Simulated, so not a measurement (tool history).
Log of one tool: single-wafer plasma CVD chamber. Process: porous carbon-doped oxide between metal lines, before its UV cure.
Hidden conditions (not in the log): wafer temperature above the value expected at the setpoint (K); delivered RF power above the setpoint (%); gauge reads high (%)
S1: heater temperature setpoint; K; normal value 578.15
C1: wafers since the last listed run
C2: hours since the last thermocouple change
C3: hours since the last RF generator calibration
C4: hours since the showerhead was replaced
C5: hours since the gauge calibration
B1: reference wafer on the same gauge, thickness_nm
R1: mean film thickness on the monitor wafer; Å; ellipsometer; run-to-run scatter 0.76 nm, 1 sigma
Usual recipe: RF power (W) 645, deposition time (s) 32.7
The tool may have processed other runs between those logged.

run 1 day=0 | S1=573.15 RF_power_(W)=610 deposition_time_(s)=32.7 | C1=0 C2=538.7 C3=980.9 C4=2284.8 C5=1789.6 | B1=172.185 | R1=2006.92
run 2 day=4.479 | S1=573.15 RF_power_(W)=610 deposition_time_(s)=32.7 | C1=1958 C2=646.2 C3=1088.4 C4=2392.3 C5=1897.1 | B1=171.941 | R1=2007.97
run 3 day=6.642 | S1=573.15 RF_power_(W)=610 deposition_time_(s)=32.7 | C1=945 C2=698.1 C3=1140.3 C4=2444.2 C5=1949 | B1=171.758 | R1=2029.12
run 4 day=9.675 | S1=588.15 RF_power_(W)=645 deposition_time_(s)=32.7 | C1=1326 C2=770.9 C3=1213.1 C4=2517 C5=2021.8 | B1=171.96 | R1=1928.49
run 5 day=12.221 | S1=578.15 RF_power_(W)=705 deposition_time_(s)=32.7 | C1=1113 C2=832 C3=1274.2 C4=2578.1 C5=2082.9 | B1=172.091 | R1=2209.25
run 6 day=22.512 | S1=578.15 RF_power_(W)=705 deposition_time_(s)=32.7 | C1=4499 C2=1079 C3=1521.2 C4=2825.1 C5=2329.9 | B1=172.088 | R1=2222.39
run 7 day=24.992 | S1=578.15 RF_power_(W)=705 deposition_time_(s)=32.7 | C1=1083 C2=1138.5 C3=1580.7 C4=2884.6 C5=2389.4 | B1=171.99 | R1=2210.27
run 8 day=28.104 | S1=578.15 RF_power_(W)=645 deposition_time_(s)=32.7 | C1=1360 C2=1213.2 C3=1655.4 C4=2959.3 C5=2464.1 | B1=171.977 | R1=2058.5
run 9 day=31.854 | S1=574.15 RF_power_(W)=645 deposition_time_(s)=32.7 | C1=1639 C2=1303.2 C3=1745.4 C4=3049.3 C5=2554.1 | B1=172.06 | R1=2124.61
run 10 day=35.425 | S1=574.15 RF_power_(W)=645 deposition_time_(s)=32.7 | C1=1561 C2=1388.9 C3=1831.1 C4=3135 C5=2639.8 | B1=172.09 | R1=2113.3
run 11 day=37.442 | S1=578.15 RF_power_(W)=645 deposition_time_(s)=32.7 | C1=881 C2=1437.3 C3=1879.5 C4=3183.4 C5=2688.2 | B1=171.886 | R1=2075.17
run 12 day=39.258 | S1=569.15 RF_power_(W)=645 deposition_time_(s)=32.7 | C1=794 C2=1480.9 C3=1923.1 C4=3227 C5=2731.8 | B1=172.149 | R1=2195.22
-- day=41.058 gauge calibrated
run 13 day=41.746 | S1=569.15 RF_power_(W)=645 deposition_time_(s)=32.7 | C1=1087 C2=1540.6 C3=1982.8 C4=3286.7 C5=16.5 | B1=171.987 | R1=2208.43
run 14 day=44.304 | S1=578.15 RF_power_(W)=555 deposition_time_(s)=32.7 | C1=1118 C2=1602 C3=2044.2 C4=3348.1 C5=77.9 | B1=172.027 | R1=1820.37
-- day=46.671 RF generator calibrated
run 15 day=46.796 | S1=583.15 RF_power_(W)=645 deposition_time_(s)=37.2 | C1=943 C2=1661.8 C3=3 C4=3407.9 C5=137.7 | B1=171.902 | R1=2289.26
run 16 day=49.221 | S1=573.15 RF_power_(W)=725 deposition_time_(s)=32.7 | C1=1060 C2=1720 C3=61.2 C4=3466.1 C5=195.9 | B1=172.052 | R1=2368.27
-- day=51.075 thermocouple changed; heater temperature recalibrated
run 17 day=53.138 | S1=578.15 RF_power_(W)=645 deposition_time_(s)=32.7 | C1=1566 C2=49.5 C3=155.2 C4=3560.1 C5=289.9 | B1=171.95 | R1=2038.56
run 18 day=56.008 | S1=583.15 RF_power_(W)=645 deposition_time_(s)=37.2 | C1=1255 C2=118.4 C3=224.1 C4=3629 C5=358.8 | B1=172.024 | R1=2230
-- day=59.783 showerhead replaced, of another model than before
run 19 day=59.838 | S1=588.15 RF_power_(W)=725 deposition_time_(s)=32.7 | C1=1528 C2=210.3 C3=316 C4=1.3 C5=450.7 | B1=172.242 | R1=2041.66
run 20 day=63.629 | S1=578.15 RF_power_(W)=645 deposition_time_(s)=32.7 | C1=1657 C2=301.3 C3=407 C4=92.3 C5=541.7 | B1=172.201 | R1=2029.03
run 21 day=67.504 | S1=573.15 RF_power_(W)=775 deposition_time_(s)=32.7 | C1=1694 C2=394.3 C3=500 C4=185.3 C5=634.7 | B1=172.01 | R1=2352.55
run 22 day=69.412 | S1=591.15 RF_power_(W)=760 deposition_time_(s)=36.4 | C1=834 C2=440.1 C3=545.8 C4=231.1 C5=680.5 | B1=172.003 | R1=2309.48
run 23 day=71.367 | S1=578.15 RF_power_(W)=645 deposition_time_(s)=29.6 | C1=854 C2=487 C3=592.7 C4=278 C5=727.4 | B1=172.215 | R1=1855.51
run 24 day=83.354 | S1=589.15 RF_power_(W)=645 deposition_time_(s)=28.4 | C1=5240 C2=774.7 C3=880.4 C4=565.7 C5=1015.1 | B1=172.033 | R1=1665.61
run 25 day=85.208 | S1=578.15 RF_power_(W)=645 deposition_time_(s)=32.7 | C1=810 C2=819.2 C3=924.9 C4=610.2 C5=1059.6 | B1=171.856 | R1=2043.44
run 26 day=87.633 | S1=590.15 RF_power_(W)=645 deposition_time_(s)=32.7 | C1=1060 C2=877.4 C3=983.1 C4=668.4 C5=1117.8 | B1=172.072 | R1=1907.74
run 27 day=90.408 | S1=570.15 RF_power_(W)=645 deposition_time_(s)=36.4 | C1=1213 C2=944 C3=1049.7 C4=735 C5=1184.4 | B1=172.035 | R1=2383.01
run 28 day=93.629 | S1=578.15 RF_power_(W)=705 deposition_time_(s)=32.7 | C1=1408 C2=1021.3 C3=1127 C4=812.3 C5=1261.7 | B1=171.97 | R1=2154.45

Alternative continuations, all from the tool just after run 28; predict every row:
run A day=93.646 | S1=578.15 RF_power_(W)=645 deposition_time_(s)=32.7 | C1=7 C2=1021.7 C3=1127.4 C4=812.7 C5=1262.1 | B1=? | R1=?
run B day=93.646 | S1=565.15 RF_power_(W)=715 deposition_time_(s)=32.7 | C1=7 C2=1021.7 C3=1127.4 C4=812.7 C5=1262.1 | B1=? | R1=?
run C day=93.646 | S1=565.15 RF_power_(W)=745 deposition_time_(s)=26.6 | C1=7 C2=1021.7 C3=1127.4 C4=812.7 C5=1262.1 | B1=? | R1=?
run D day=93.646 | S1=578.15 RF_power_(W)=700 deposition_time_(s)=32.7 | C1=7 C2=1021.7 C3=1127.4 C4=812.7 C5=1262.1 | B1=? | R1=?
run E day=93.646 | S1=563.15 RF_power_(W)=645 deposition_time_(s)=32.7 | C1=7 C2=1021.7 C3=1127.4 C4=812.7 C5=1262.1 | B1=? | R1=?

run=A B1=172.078 R1=2063.94
run=B B1=172.078 R1=2390.66
run=C B1=172.078 R1=2005.17
run=D B1=172.078 R1=2166.05
run=E B1=172.078 R1=2281.34
With the hidden condition removed and each run's random variation left untouched, the same runs would have given:
run=A R1=2049.08
run=B R1=2371.75
run=C R1=1989.31
run=D R1=2150.46
run=E R1=2263.08

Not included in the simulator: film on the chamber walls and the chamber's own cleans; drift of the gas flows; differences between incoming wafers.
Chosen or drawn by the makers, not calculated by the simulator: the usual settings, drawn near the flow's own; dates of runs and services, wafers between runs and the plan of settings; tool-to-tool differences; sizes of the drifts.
